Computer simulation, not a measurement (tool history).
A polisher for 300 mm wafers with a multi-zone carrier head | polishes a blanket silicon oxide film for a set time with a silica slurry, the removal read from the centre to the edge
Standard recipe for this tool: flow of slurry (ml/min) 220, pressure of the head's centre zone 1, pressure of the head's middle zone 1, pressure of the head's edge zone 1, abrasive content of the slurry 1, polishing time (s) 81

run	hour	flow of slurry (ml/min)	pressure of the head's centre zone	pressure of the head's middle zone	pressure of the head's edge zone	abrasive content of the slurry	polishing time (s)	wafers since the last listed run	wafers polished on this pad	hours since the slurry nozzle was cleaned	hours since the centre zone pressure was calibrated	hours since the edge zone pressure was calibrated	hours since the carrier head's membrane was replaced	incoming thickness of the incoming film, nm	film removed at the wafer's centre (Å)	film removed at mid-radius (Å)	film removed at the wafer's edge (Å)
1	0	220	1.03	1	1	1	81	0	933	25.9	257.3	398.6	1171.6	1593.2	4483	4393	4505
# hour 66.4: carrier head's membrane replaced by a new one
2	72.3	220	1	1.12	1	0.75	93	436	1369	98.2	329.6	470.9	5.9	1610.4	4490	5047	4575
3	179.9	220	1.09	1.04	1	1	81	697	2067	205.8	437.2	578.5	113.5	1584.2	4488	4333	4379
4	229.3	220	1	1	1	1	99	320	2387	255.2	486.6	627.9	162.9	1625.4	4969	5014	5248
5	322.2	220	1	1.11	0.91	1	96	602	2989	348.1	579.5	720.8	255.8	1587.7	4764	5383	4932
# hour 413.5: worn pad replaced by a new one
6	422.5	220	1	1	1	1	81	624	58	448.4	679.8	821.1	356.1	1574	3904	4131	4256
7	473	220	1	1	1	1	70	327	385	498.9	730.3	871.6	406.6	1589.1	3285	3549	3719
# hour 513: edge zone pressure recalibrated
8	528.2	220	1	1.07	1	0.7	81	344	730	554.1	785.5	15.2	461.8	1589.9	3454	3994	3903
# hour 579.5: centre zone pressure recalibrated
# hour 603.5: slurry nozzle cleaned
9	620	220	1	0.9	1	1.15	81	575	1306	16.5	40.5	107	553.6	1614.7	4374	4227	4680
10	659.4	220	1	1	1	1	65	255	1561	55.9	79.9	146.4	593	1595.3	3370	3540	3564
11	714.3	220	1	1	0.93	1	65	355	1917	110.8	134.8	201.3	647.9	1589.4	3262	3462	3390
12	792.5	165	1	1	1	1	81	506	2424	189	213	279.5	726.1	1611.6	3756	3966	4105
13	861.2	190	1.03	1.08	0.97	1	81	445	2869	257.7	281.7	348.2	794.8	1634.8	3942	4312	4115
14	901.4	220	1	1	1	1	70	260	3130	297.9	321.9	388.4	835	1603.1	3430	3602	3651
15	966.8	245	1	0.89	1	1	81	423	3553	363.3	387.3	453.8	900.4	1600.9	4038	3798	4265
# hour 985.4: worn pad replaced by a new one
16	1017.3	220	1	0.96	1	1	81	301	206	413.8	437.8	504.3	950.9	1587.6	3868	3978	4359
17	1060.3	260	1	1	1	1	81	278	485	456.8	480.8	547.3	993.9	1581.2	3959	4254	4408
# hour 1130.9: slurry nozzle cleaned
18	1134.3	220	1	0.91	1	1	81	473	958	3.4	554.8	621.3	1067.9	1603.8	4240	4060	4446
19	1229.4	220	1	1	1.12	1.25	81	616	1574	98.5	649.9	716.4	1163	1603.7	4264	4546	4990
20	1308.3	175	1	1	1	1	58	511	2086	177.4	728.8	795.3	1241.9	1625.7	2605	2914	2995

Run-by-run hidden state of the tool:
removal rate lost through wear of the pad, %: 0 across all the runs
deviation of the edge zone's pressure from its setpoint, %: 0 across all the runs
H1: slurry flow missing at the pad, %
H2: deviation of the centre zone's pressure from its setpoint, %
run	H1	H2
1	5.59	1.89
2	15.6	1.46
3	24.8	0.629
4	27.5	0.168
5	31	-0.832
6	33.3	-2.11
7	34.1	-2.83
8	34.7	-3.67
9	5.32	0.000835
10	11.5	-0.0471
11	18.3	-0.166
12	25	-0.441
13	29	-0.784
14	30.7	-1.03
15	32.8	-1.5
16	34	-1.92
17	34.8	-2.32
18	1.57	-3.09
19	15.6	-4.25
20	22.8	-5.35
